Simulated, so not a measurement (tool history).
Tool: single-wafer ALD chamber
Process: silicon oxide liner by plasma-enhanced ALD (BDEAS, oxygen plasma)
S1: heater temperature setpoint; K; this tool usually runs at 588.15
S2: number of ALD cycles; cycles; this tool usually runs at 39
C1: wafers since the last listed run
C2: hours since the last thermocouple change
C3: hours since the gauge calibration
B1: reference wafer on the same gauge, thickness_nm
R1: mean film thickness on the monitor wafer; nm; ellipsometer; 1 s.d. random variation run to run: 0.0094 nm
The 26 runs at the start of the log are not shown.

| run | hour | S1 | S2 | C1 | C2 | C3 | B1 | R1 |
|---|---|---|---|---|---|---|---|---|
|  | 2185.3 | thermocouple changed; heater temperature recalibrated |
|  | 2325.7 | gauge calibrated |
| 27 | 2338.4 | 588.15 | 39 | 1839 | 153.1 | 12.7 | 3.308 | 3.39 |
| 28 | 2430.8 | 588.15 | 39 | 544 | 245.5 | 105.1 | 3.307 | 3.388 |
| 29 | 2502.8 | 593.15 | 39 | 424 | 317.5 | 177.1 | 3.311 | 3.347 |
| 30 | 2561.2 | 588.15 | 34 | 344 | 375.9 | 235.5 | 3.308 | 2.948 |
| 31 | 2653.7 | 593.15 | 37 | 545 | 468.4 | 328 | 3.311 | 3.185 |
| 32 | 2756.3 | 599.15 | 36 | 604 | 571 | 430.6 | 3.312 | 3.065 |
| 33 | 2829.9 | 599.15 | 39 | 433 | 644.6 | 504.2 | 3.311 | 3.337 |
| 34 | 2902.1 | 600.15 | 47 | 425 | 716.8 | 576.4 | 3.312 | 3.982 |
| 35 | 2975.2 | 598.15 | 45 | 430 | 789.9 | 649.5 | 3.313 | 3.818 |
| 36 | 3063.9 | 588.15 | 44 | 522 | 878.6 | 738.2 | 3.313 | 3.82 |
| 37 | 3135.9 | 584.15 | 42 | 424 | 950.6 | 810.2 | 3.311 | 3.67 |
| 38 | 3209.1 | 598.15 | 37 | 431 | 1023.8 | 883.4 | 3.311 | 3.15 |

Predict each of these 5 candidate next runs independently; none follows another, all start after run 38:
| A | 3209.6 | 600.15 | 39 | 2 | 1024.3 | 883.9 | ? | ? |
| B | 3209.6 | 588.15 | 42 | 2 | 1024.3 | 883.9 | ? | ? |
| C | 3209.6 | 588.15 | 36 | 2 | 1024.3 | 883.9 | ? | ? |
| D | 3209.6 | 599.15 | 33 | 2 | 1024.3 | 883.9 | ? | ? |
| E | 3209.6 | 602.15 | 32 | 2 | 1024.3 | 883.9 | ? | ? |

| run | B1 | R1 |
|---|---|---|
| A | 3.308 | 3.317 |
| B | 3.308 | 3.642 |
| C | 3.308 | 3.122 |
| D | 3.308 | 2.811 |
| E | 3.308 | 2.713 |
With the hidden condition removed and each run's random variation left untouched, the same runs would have given:
| run | R1 |
|---|---|
| A | 3.317 |
| B | 3.642 |
| C | 3.122 |
| D | 2.811 |
| E | 2.713 |
